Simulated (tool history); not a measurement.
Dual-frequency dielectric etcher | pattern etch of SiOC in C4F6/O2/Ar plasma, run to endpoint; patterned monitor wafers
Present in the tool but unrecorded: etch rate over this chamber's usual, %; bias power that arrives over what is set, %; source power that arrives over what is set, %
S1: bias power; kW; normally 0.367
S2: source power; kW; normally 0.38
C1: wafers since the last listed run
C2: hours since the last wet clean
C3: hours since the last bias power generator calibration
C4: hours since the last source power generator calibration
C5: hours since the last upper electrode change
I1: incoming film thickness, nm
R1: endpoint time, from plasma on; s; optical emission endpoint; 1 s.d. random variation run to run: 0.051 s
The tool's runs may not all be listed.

| run | day | S1 | S2 | C1 | C2 | C3 | C4 | C5 | I1 | R1 |
|---|---|---|---|---|---|---|---|---|---|---|
| 1 | 0 | 0.367 | 0.38 | 0 | 89.1 | 3799.6 | 2158.2 | 4032.8 | 40.51 | 17.1 |
| 2 | 4.054 | 0.367 | 0.38 | 1359 | 186.4 | 3896.9 | 2255.5 | 4130.1 | 40.27 | 17.1 |
| 3 | 6.492 | 0.367 | 0.38 | 817 | 244.9 | 3955.4 | 2314 | 4188.6 | 40.12 | 17 |
| 4 | 9.096 | 0.342 | 0.38 | 873 | 307.4 | 4017.9 | 2376.5 | 4251.1 | 40.63 | 17.8 |
| 5 | 12.392 | 0.367 | 0.41 | 1105 | 386.5 | 4097 | 2455.6 | 4330.2 | 40.3 | 16.9 |
| 6 | 14.467 | 0.367 | 0.41 | 696 | 436.3 | 4146.8 | 2505.4 | 4380 | 40.3 | 17.1 |
|  | 16.775 | wet clean of the chamber |
| 7 | 17.179 | 0.367 | 0.41 | 574 | 9.7 | 4211.9 | 2570.5 | 4445.1 | 40.58 | 16.8 |
| 8 | 19.554 | 0.367 | 0.38 | 796 | 66.7 | 4268.9 | 2627.5 | 4502.1 | 40.74 | 17.3 |
|  | 22.033 | bias power generator calibrated |
| 9 | 22.475 | 0.367 | 0.38 | 923 | 136.8 | 10.6 | 2697.6 | 4572.2 | 40.6 | 17.3 |
| 10 | 24.717 | 0.367 | 0.38 | 751 | 190.6 | 64.4 | 2751.4 | 4626 | 40.32 | 17.3 |
| 11 | 25.846 | 0.302 | 0.34 | 378 | 217.7 | 91.5 | 2778.5 | 4653.1 | 40.24 | 18.9 |
| 12 | 28.558 | 0.286 | 0.41 | 909 | 282.8 | 156.6 | 2843.6 | 4718.2 | 40.77 | 18.6 |
| 13 | 30.2 | 0.367 | 0.38 | 550 | 322.2 | 196 | 2883 | 4757.6 | 40.71 | 17.7 |
| 14 | 31.3 | 0.422 | 0.44 | 368 | 348.6 | 222.4 | 2909.4 | 4784 | 40.4 | 16 |
| 15 | 33.883 | 0.367 | 0.38 | 866 | 410.6 | 284.4 | 2971.4 | 4846 | 40.72 | 17.8 |
| 16 | 36.783 | 0.29 | 0.41 | 972 | 480.2 | 354 | 3041 | 4915.6 | 40.9 | 18.8 |
| 17 | 38.867 | 0.305 | 0.29 | 698 | 530.2 | 404 | 3091 | 4965.6 | 40.7 | 20.4 |
|  | 40.308 | source power generator calibrated |
|  | 40.838 | wet clean of the chamber |
|  | 41.658 | upper electrode replaced |
| 18 | 41.679 | 0.342 | 0.38 | 434 | 20.2 | 471.5 | 32.9 | 0.5 | 41.22 | 17.7 |
| 19 | 48.775 | 0.416 | 0.46 | 2380 | 190.5 | 641.8 | 203.2 | 170.8 | 40.49 | 15.6 |

For run 20, what comes out?
| 20 | 55.212 | 0.429 | 0.34 | 2159 | 345 | 796.3 | 357.7 | 325.3 | 40.68 | ? |

{"run 20": {"R1": 17.2}}
The same run, on a tool lacking any hidden state, would have yielded R1 16.8 s.
